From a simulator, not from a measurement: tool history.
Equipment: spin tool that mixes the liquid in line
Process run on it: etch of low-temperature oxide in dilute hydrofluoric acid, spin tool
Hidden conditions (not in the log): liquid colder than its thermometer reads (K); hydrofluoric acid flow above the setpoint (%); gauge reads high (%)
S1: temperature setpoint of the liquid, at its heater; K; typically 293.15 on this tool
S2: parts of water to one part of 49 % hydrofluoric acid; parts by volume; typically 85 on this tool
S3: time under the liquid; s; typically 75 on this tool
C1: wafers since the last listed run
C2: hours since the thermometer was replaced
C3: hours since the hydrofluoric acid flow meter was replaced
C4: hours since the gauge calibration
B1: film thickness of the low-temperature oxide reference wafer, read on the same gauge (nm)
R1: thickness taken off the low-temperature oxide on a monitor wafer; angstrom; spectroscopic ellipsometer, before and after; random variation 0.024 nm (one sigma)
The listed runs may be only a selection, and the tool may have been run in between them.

| run | day | S1 | S2 | S3 | C1 | C2 | C3 | C4 | B1 | R1 |
|---|---|---|---|---|---|---|---|---|---|---|
| 1 | 0.000 | 293.15 | 85 | 75 | 0 | 2044.7 | 658.2 | 160.6 | 79.96 | 79.7 |
| 2 | 0.992 | 293.15 | 85 | 75 | 232 | 2068.5 | 682.0 | 184.4 | 80.02 | 80.1 |
| 3 | 1.604 | 293.15 | 85 | 75 | 143 | 2083.2 | 696.7 | 199.1 | 80.01 | 79.8 |
| 4 | 2.708 | 293.15 | 85 | 75 | 259 | 2109.7 | 723.2 | 225.6 | 80.03 | 79.7 |
| 5 | 3.296 | 293.15 | 85 | 75 | 137 | 2123.8 | 737.3 | 239.7 | 80.02 | 80.4 |
| 6 | 4.250 | 293.15 | 85 | 75 | 224 | 2146.7 | 760.2 | 262.6 | 80.00 | 80.0 |
| 7 | 5.175 | 293.15 | 70 | 75 | 217 | 2168.9 | 782.4 | 284.8 | 79.99 | 99.0 |
| 8 | 6.379 | 293.15 | 70 | 75 | 282 | 2197.8 | 811.3 | 313.7 | 79.99 | 98.9 |
| 9 | 7.075 | 293.15 | 70 | 75 | 163 | 2214.5 | 828.0 | 330.4 | 80.01 | 99.4 |
| 10 | 7.896 | 295.15 | 85 | 75 | 192 | 2234.2 | 847.7 | 350.1 | 79.99 | 87.7 |
| 11 | 9.079 | 295.15 | 85 | 75 | 277 | 2262.6 | 876.1 | 378.5 | 80.03 | 87.4 |
| 12 | 9.596 | 293.15 | 105 | 75 | 121 | 2275.0 | 888.5 | 390.9 | 79.99 | 63.5 |
| 13 | 10.271 | 293.15 | 85 | 75 | 158 | 2291.2 | 904.7 | 407.1 | 79.99 | 80.1 |
| 14 | 11.338 | 293.15 | 85 | 75 | 250 | 2316.8 | 930.3 | 432.7 | 80.00 | 80.4 |
| 15 | 12.317 | 293.15 | 85 | 75 | 229 | 2340.3 | 953.8 | 456.2 | 80.00 | 80.4 |
| 16 | 13.162 | 293.15 | 85 | 75 | 198 | 2360.6 | 974.1 | 476.5 | 79.98 | 80.9 |
| 17 | 13.671 | 290.15 | 50 | 50 | 119 | 2372.8 | 986.3 | 488.7 | 80.00 | 83.3 |
| 18 | 14.750 | 293.15 | 85 | 75 | 253 | 2398.7 | 1012.2 | 514.6 | 80.04 | 81.2 |
| 19 | 15.817 | 293.15 | 100 | 95 | 250 | 2424.3 | 1037.8 | 540.2 | 79.99 | 85.3 |
|  | 15.946 | hydrofluoric acid flow meter replaced |
|  | 18.871 | thermometer replaced |
| 20 | 18.892 | 293.15 | 50 | 55 | 702 | 0.5 | 70.7 | 614.0 | 79.98 | 101.4 |
| 21 | 19.458 | 291.65 | 55 | 75 | 133 | 14.1 | 84.3 | 627.6 | 80.00 | 117.9 |
| 22 | 20.929 | 293.15 | 85 | 75 | 345 | 49.4 | 119.6 | 662.9 | 80.02 | 78.2 |
| 23 | 22.158 | 293.15 | 85 | 95 | 288 | 78.9 | 149.1 | 692.4 | 80.01 | 99.7 |
| 24 | 22.917 | 296.15 | 85 | 95 | 178 | 97.1 | 167.3 | 710.6 | 80.01 | 112.5 |
|  | 23.317 | gauge calibrated |
| 25 | 23.975 | 290.15 | 55 | 55 | 248 | 122.5 | 192.7 | 15.8 | 80.05 | 81.2 |
| 26 | 24.838 | 293.15 | 60 | 75 | 202 | 143.2 | 213.4 | 36.5 | 80.00 | 114.5 |
| 27 | 28.338 | 290.15 | 85 | 75 | 821 | 227.2 | 297.4 | 120.5 | 79.97 | 69.8 |
| 28 | 29.025 | 293.15 | 85 | 75 | 161 | 243.7 | 313.9 | 137.0 | 80.00 | 78.9 |
| 29 | 30.188 | 293.15 | 65 | 50 | 272 | 271.6 | 341.8 | 164.9 | 79.97 | 70.2 |
| 30 | 31.650 | 293.15 | 85 | 75 | 343 | 306.7 | 376.9 | 200.0 | 80.03 | 78.8 |

Measured result minus the same run's result without the hidden state. Both carry the same run-to-run variation, though not necessarily the same gauge scatter:
| run | R1 |
|---|---|
| 1 | +2.1 |
| 2 | +2.3 |
| 3 | +2.3 |
| 4 | +2.3 |
| 5 | +2.4 |
| 6 | +2.4 |
| 7 | +3.0 |
| 8 | +3.1 |
| 9 | +3.2 |
| 10 | +2.9 |
| 11 | +3.0 |
| 12 | +2.2 |
| 13 | +2.8 |
| 14 | +2.9 |
| 15 | +3.0 |
| 16 | +3.1 |
| 17 | +3.1 |
| 18 | +3.2 |
| 19 | +3.5 |
| 20 | +0.8 |
| 21 | +0.9 |
| 22 | +0.7 |
| 23 | +1.1 |
| 24 | +1.3 |
| 25 | +0.9 |
| 26 | +1.4 |
| 27 | +1.1 |
| 28 | +1.3 |
| 29 | +1.2 |
| 30 | +1.5 |
